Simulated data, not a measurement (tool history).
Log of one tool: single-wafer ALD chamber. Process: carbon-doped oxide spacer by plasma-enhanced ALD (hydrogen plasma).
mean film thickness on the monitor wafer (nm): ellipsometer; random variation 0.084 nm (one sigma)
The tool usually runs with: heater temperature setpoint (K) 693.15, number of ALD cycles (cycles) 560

run    hour  heater temperature setpoint (K)  number of ALD cycles (cycles)  wafers since the last listed run  hours since the last thermocouple change  hours since the gauge calibration  read-back reference wafer on the same gauge, thickness_nm  mean film thickness on the monitor wafer (nm)
  1       0                           688.15                            560                                 0                                    1086.2                             1568.9                                                      21.17                                         24.841
  2    72.8                           693.15                            560                                57                                      1159                             1641.7                                                     21.181                                         24.322
  3   166.7                           693.15                            560                                74                                    1252.9                             1735.6                                                     21.183                                          24.61
  4   234.5                           693.15                            560                                53                                    1320.7                             1803.4                                                     21.204                                         24.411
  5   294.4                           693.15                            482                                47                                    1380.6                             1863.3                                                     21.211                                         21.097
      352.6  -- thermocouple changed; heater temperature recalibrated
  6   447.1                           693.15                            501                               114                                      94.5                               2016                                                     21.183                                         22.118
  7   508.1                           693.15                            637                                48                                     155.5                               2077                                                     21.209                                         28.028
  8   572.1                           693.15                            637                                50                                     219.5                               2141                                                     21.199                                         28.014
  9     648                           693.15                            637                                60                                     295.4                             2216.9                                                     21.186                                         27.957
 10   734.1                           693.15                            560                                68                                     381.5                               2303                                                     21.201                                         24.522
 11   776.2                           699.15                            560                                33                                     423.6                             2345.1                                                     21.199                                         24.149
 12   866.3                           699.15                            560                                71                                     513.7                             2435.2                                                     21.184                                         24.047
 13   932.3                           699.15                            560                                52                                     579.7                             2501.2                                                     21.212                                         24.069
 14   996.9                           693.15                            518                                51                                     644.3                             2565.8                                                     21.182                                         22.594
 15  1062.7                           693.15                            560                                52                                     710.1                             2631.6                                                     21.196                                         24.477
     1126.1  -- gauge calibrated
 16  1131.9                           693.15                            560                                54                                     779.3                                5.8                                                     21.186                                         24.531
 17  1170.7                           693.15                            560                                30                                     818.1                               44.6                                                     21.177                                          24.34
 18  1244.7                           693.15                            606                                58                                     892.1                              118.6                                                       21.2                                         26.375
 19  1310.5                           693.15                            648                                52                                     957.9                              184.4                                                     21.213                                         28.277
 20  1377.3                           693.15                            560                                52                                    1024.7                              251.2                                                     21.221                                         24.382
 21  1455.5                           693.15                            560                                62                                    1102.9                              329.4                                                     21.209                                         24.485
 22  1551.1                           704.15                            615                                75                                    1198.5                                425                                                     21.188                                         25.903
 23  1614.6                           682.15                            661                                50                                      1262                              488.5                                                     21.204                                          29.75
 24  1669.2                           707.15                            631                                43                                    1316.6                              543.1                                                     21.182                                         26.281
 25  1715.3                           700.15                            460                                36                                    1362.7                              589.2                                                     21.201                                         19.635
 26  1827.5                           682.15                            600                                88                                    1474.9                              701.4                                                     21.201                                         26.818
 27  1928.7                           680.15                            529                                80                                    1576.1                              802.6                                                     21.195                                         23.857
 28  2000.5                           681.15                            560                                56                                    1647.9                              874.4                                                     21.208                                          25.13
 29  2090.1                           681.15                            458                                71                                    1737.5                                964                                                     21.196                                         20.604
     2133.8  -- thermocouple changed; heater temperature recalibrated
 30    2157                           693.15                            560                                46                                      23.2                             1030.9                                                     21.195                                          24.63
 31  2254.5                           683.15                            560                                77                                     120.7                             1128.4                                                     21.219                                          25.59
 32  2317.5                           682.15                            518                                49                                     183.7                             1191.4                                                      21.21                                         23.608
 33  2421.3                           707.15                            631                                82                                     287.5                             1295.2                                                     21.172                                         26.737
 34  2504.1                           683.15                            493                                65                                     370.3                               1378                                                     21.195                                         22.278
 35  2582.6                           693.15                            560                                62                                     448.8                             1456.5                                                     21.187                                         24.455
 36  2652.7                           679.15                            560                                55                                     518.9                             1526.6                                                     21.206                                         25.584
 37    2711                           693.15                            560                                46                                     577.2                             1584.9                                                     21.196                                         24.665
 38  2801.4                           689.15                            560                                71                                     667.6                             1675.3                                                     21.215                                         24.776
 39  2865.3                           693.15                            560                                50                                     731.5                             1739.2                                                     21.191                                         24.591
 40  2902.2                           704.15                            612                                29                                     768.4                             1776.1                                                     21.208                                         26.043
 41  2981.4                           699.15                            607                                62                                     847.6                             1855.3                                                     21.212                                         26.144
 42    3074                           682.15                            560                                73                                     940.2                             1947.9                                                     21.199                                         25.259
 43  3164.3                           693.15                            648                                71                                    1030.5                             2038.2                                                     21.197                                         28.227
 44  3208.8                           693.15                            492                                35                                      1075                             2082.7                                                     21.186                                         21.393
       3227  -- gauge calibrated
 45  3297.8                           703.15                            560                                70                                      1164                               70.8                                                     21.215                                         23.881

Alternative continuations, all from the tool just after run 45; predict every row:
  A  3299.1                           693.15                            560                                 1                                    1165.3                               72.1                                                          ?                                              ?
  B  3299.1                           686.15                            515                                 1                                    1165.3                               72.1                                                          ?                                              ?
  C  3299.1                           700.15                            654                                 1                                    1165.3                               72.1                                                          ?                                              ?
  D  3299.1                           704.15                            515                                 1                                    1165.3                               72.1                                                          ?                                              ?
  E  3299.1                           679.15                            615                                 1                                    1165.3                               72.1                                                          ?                                              ?

run  read-back reference wafer on the same gauge, thickness_nm  mean film thickness on the monitor wafer (nm)
  A                                                     21.227                                         24.401
  B                                                     21.227                                         22.887
  C                                                     21.227                                         27.929
  D                                                     21.227                                         21.737
  E                                                     21.227                                         27.865
What these runs would have given with no unlogged condition in the tool:
run  mean film thickness on the monitor wafer (nm)
  A                                         24.735
  B                                         23.195
  C                                         28.319
  D                                         22.045
  E                                         28.233
